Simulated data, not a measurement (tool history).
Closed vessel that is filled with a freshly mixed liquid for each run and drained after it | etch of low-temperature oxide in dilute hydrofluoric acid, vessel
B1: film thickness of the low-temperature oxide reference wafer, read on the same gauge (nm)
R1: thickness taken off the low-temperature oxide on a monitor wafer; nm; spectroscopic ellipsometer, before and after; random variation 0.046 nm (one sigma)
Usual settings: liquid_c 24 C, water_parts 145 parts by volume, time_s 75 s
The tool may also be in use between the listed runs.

run 1 hour=0 | liquid_c=24 water_parts=145 time_s=75 | B1=30.01 | R1=7.4
run 2 hour=25.6 | liquid_c=24 water_parts=145 time_s=75 | B1=29.99 | R1=7.35
run 3 hour=45.3 | liquid_c=24 water_parts=145 time_s=75 | B1=30.02 | R1=7.31
run 4 hour=64.6 | liquid_c=24 water_parts=145 time_s=75 | B1=29.99 | R1=7.3
run 5 hour=91.7 | liquid_c=24 water_parts=145 time_s=75 | B1=29.99 | R1=7.33
run 6 hour=107.9 | liquid_c=24 water_parts=145 time_s=75 | B1=30 | R1=7.33
run 7 hour=135.9 | liquid_c=22.5 water_parts=145 time_s=75 | B1=30.01 | R1=6.78
run 8 hour=161.6 | liquid_c=19.5 water_parts=185 time_s=75 | B1=30.02 | R1=4.61
run 9 hour=194.4 | liquid_c=24 water_parts=185 time_s=55 | B1=29.99 | R1=3.96
-- hour=204.6 hydrofluoric acid flow meter replaced
-- hour=212 gauge calibrated
run 10 hour=213.9 | liquid_c=28.5 water_parts=180 time_s=75 | B1=29.99 | R1=7.1
run 11 hour=226.6 | liquid_c=24 water_parts=145 time_s=75 | B1=30 | R1=7.82
-- hour=254.1 thermometer replaced
run 12 hour=254.6 | liquid_c=24 water_parts=145 time_s=75 | B1=29.98 | R1=7.78
run 13 hour=286.7 | liquid_c=26 water_parts=95 time_s=105 | B1=29.97 | R1=19.28
run 14 hour=322.2 | liquid_c=24 water_parts=125 time_s=35 | B1=29.99 | R1=4.33
run 15 hour=357.5 | liquid_c=22 water_parts=145 time_s=75 | B1=30.05 | R1=7.18

3 ways to go on from here, each from the tool as it stands after run 15. What would each give?
run A hour=358.2 | liquid_c=24 water_parts=115 time_s=75 | B1=? | R1=?
run B hour=358.2 | liquid_c=19.5 water_parts=145 time_s=75 | B1=? | R1=?
run C hour=358.2 | liquid_c=25.5 water_parts=145 time_s=75 | B1=? | R1=?

run=A B1=29.98 R1=10.12
run=B B1=29.98 R1=6.49
run=C B1=29.98 R1=8.2
Without the tool's hidden state the same runs would have given:
run=A R1=10.24
run=B R1=6.57
run=C R1=8.3
